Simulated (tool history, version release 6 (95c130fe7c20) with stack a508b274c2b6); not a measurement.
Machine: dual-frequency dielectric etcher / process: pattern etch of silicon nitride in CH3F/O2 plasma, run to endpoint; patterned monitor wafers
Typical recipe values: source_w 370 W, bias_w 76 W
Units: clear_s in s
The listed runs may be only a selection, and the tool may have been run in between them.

run,day,source_w,bias_w,"incoming incoming film thickness, nm",clear_s
1,0.000,340,76,111.9,147.8
2,2.942,370,76,111.9,144.8
3,5.796,370,76,112.5,145.3
4,8.354,300,76,112.7,156.0
5,9.733,300,76,113.0,157.3
6,11.396,300,76,111.7,155.3
# day 12.646: upper electrode replaced
# day 13.354: source power generator calibrated
7,13.525,370,76,112.0,145.5
# day 16.650: wet clean of the chamber
8,16.671,370,76,112.1,144.6
9,16.883,370,76,112.2,143.9
10,18.875,320,95,112.9,144.6
# day 20.875: bias power generator calibrated
11,20.896,350,76,112.6,147.6
12,21.942,300,76,112.7,155.8
13,24.112,300,91,113.8,149.9
14,26.750,290,92,111.9,148.3
15,29.129,440,91,112.6,132.4
16,30.446,420,68,112.2,144.1
17,32.367,370,81,111.4,142.1
18,35.304,310,82,113.3,153.2

Predict each of these 5 candidate next runs independently; none follows another, all start after run 18:
A,35.325,290,76,112.9,?
B,35.325,340,64,112.9,?
C,35.325,410,92,112.9,?
D,35.325,340,85,112.9,?
E,35.325,410,76,112.9,?

run,clear_s
A,159.1
B,157.9
C,135.8
D,147.2
E,142.7
Without the tool's unlogged condition, the same runs would have read:
run,clear_s
A,156.9
B,155.7
C,133.9
D,145.1
E,140.7

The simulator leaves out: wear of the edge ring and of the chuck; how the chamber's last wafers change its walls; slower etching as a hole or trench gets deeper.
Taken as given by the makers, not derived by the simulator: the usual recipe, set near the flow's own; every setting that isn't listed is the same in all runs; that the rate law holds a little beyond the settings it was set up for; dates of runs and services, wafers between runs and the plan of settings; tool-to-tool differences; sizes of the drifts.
